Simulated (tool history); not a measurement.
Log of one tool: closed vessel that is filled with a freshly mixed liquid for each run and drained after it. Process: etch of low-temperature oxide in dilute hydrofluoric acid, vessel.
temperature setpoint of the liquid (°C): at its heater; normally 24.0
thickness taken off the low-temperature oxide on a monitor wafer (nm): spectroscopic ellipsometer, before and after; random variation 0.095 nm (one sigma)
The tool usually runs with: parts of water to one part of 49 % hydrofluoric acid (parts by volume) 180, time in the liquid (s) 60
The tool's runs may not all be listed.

run   hour  temperature setpoint of the liquid (°C)  parts of water to one part of 49 % hydrofluoric acid (parts by volume)  time in the liquid (s)  read-back film thickness of the low-temperature oxide reference wafer, read on the same gauge (nm)  thickness taken off the low-temperature oxide on a monitor wafer (nm)
  1    0.0                                     24.0                                                                     180                      60                                                                                              120.00                                                                   9.59
  2   31.8                                     24.0                                                                     180                      60                                                                                              119.99                                                                   9.71
  3   48.9                                     24.0                                                                     180                      60                                                                                              119.99                                                                   9.84
  4   73.5                                     24.0                                                                     180                      60                                                                                              119.99                                                                   9.86
  5  109.2                                     24.0                                                                     180                      60                                                                                              119.99                                                                   9.74
  6  205.9                                     24.0                                                                     180                      60                                                                                              119.99                                                                   9.89
  7  224.6                                     24.0                                                                     180                      60                                                                                              120.02                                                                   9.69
  8  249.3                                     24.0                                                                     180                      60                                                                                              120.01                                                                   9.70
  9  274.4                                     24.0                                                                      95                      80                                                                                              120.02                                                                  27.21
 10  296.7                                     24.0                                                                     180                      60                                                                                              120.01                                                                   9.70
 11  311.2                                     22.5                                                                     265                      60                                                                                              119.99                                                                   5.78
 12  330.2                                     24.0                                                                     180                      80                                                                                              119.99                                                                  13.12
 13  359.1                                     24.0                                                                      95                      80                                                                                              120.03                                                                  26.67
 14  385.9                                     24.0                                                                     180                      75                                                                                              119.98                                                                  12.04
 15  407.3                                     24.0                                                                     225                      60                                                                                              120.02                                                                   7.53
 16  449.7                                     20.0                                                                     120                      45                                                                                              120.00                                                                   9.93
 17  469.0                                     24.0                                                                     265                      60                                                                                              119.99                                                                   6.05

Not shown here: 3 entries made in the log between runs. Locate each between two listed runs and compare the hidden state at the listed run before it with the hidden state at the listed run after it:
Between runs 5 and 6: gauge calibrated (hour 153.0)
  no difference in the tool's unlogged condition between these two runs
Between runs 6 and 7: thermometer replaced (hour 216.0)
  no difference in the tool's unlogged condition between these two runs
Between runs 11 and 12: hydrofluoric acid flow meter replaced (hour 318.0)
  no difference in the tool's unlogged condition between these two runs

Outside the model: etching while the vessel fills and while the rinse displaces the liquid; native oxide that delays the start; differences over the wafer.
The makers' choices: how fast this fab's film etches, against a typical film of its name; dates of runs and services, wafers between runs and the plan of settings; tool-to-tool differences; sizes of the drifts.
